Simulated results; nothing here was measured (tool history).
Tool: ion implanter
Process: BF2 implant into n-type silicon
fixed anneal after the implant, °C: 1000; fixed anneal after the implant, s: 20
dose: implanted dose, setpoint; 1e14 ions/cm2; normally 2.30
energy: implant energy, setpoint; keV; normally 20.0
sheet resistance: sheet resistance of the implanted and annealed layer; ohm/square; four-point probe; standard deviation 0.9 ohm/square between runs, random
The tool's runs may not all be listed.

run,hour,dose,energy,"read-back reference wafer on the same gauge, sheet resistance",sheet resistance
1,0.0,2.30,20.0,537.30,530.58
2,19.6,2.30,20.0,536.76,529.70
3,43.3,2.30,20.0,537.46,529.52
4,62.8,2.30,20.0,536.67,531.41
5,87.0,2.84,20.0,537.22,444.00
6,110.1,2.30,20.0,536.84,532.53
7,132.0,2.30,20.0,536.96,532.84
8,150.6,2.30,25.0,537.01,523.59
# hour 179.7: extraction supply calibrated
9,187.3,2.54,25.5,537.18,480.80
10,207.5,2.30,20.0,536.97,534.32
# hour 236.9: gauge calibrated
11,237.5,2.02,26.0,536.89,582.52
12,254.9,1.74,15.0,536.88,703.56
# hour 270.4: Faraday cup replaced and dose calibrated
13,270.9,2.30,20.0,536.93,510.28
14,302.9,2.30,13.5,536.86,534.86
15,331.6,2.30,20.0,536.85,509.84
16,366.1,2.91,22.0,536.49,416.02

Selected run-to-run steps in sheet resistance, each split into two signed amounts: the part the tool would show with no hidden state at all (from settings, incoming material and random variation), and the remainder, which goes to the hidden state together with any gauge scatter not common to the measured and the hidden-state-free results:
Hidden state present: deviation of the true dose from the Faraday cup's reading, %; deviation of the true energy from its setpoint, %; gauge reads high (%).
Run 12 -> 13: dose 1.74 -> 2.30, energy 15.0 -> 20.0, Faraday cup replaced and dose calibrated. sheet resistance -193.28 ohm/square: hidden state -32.37, all else -160.91.
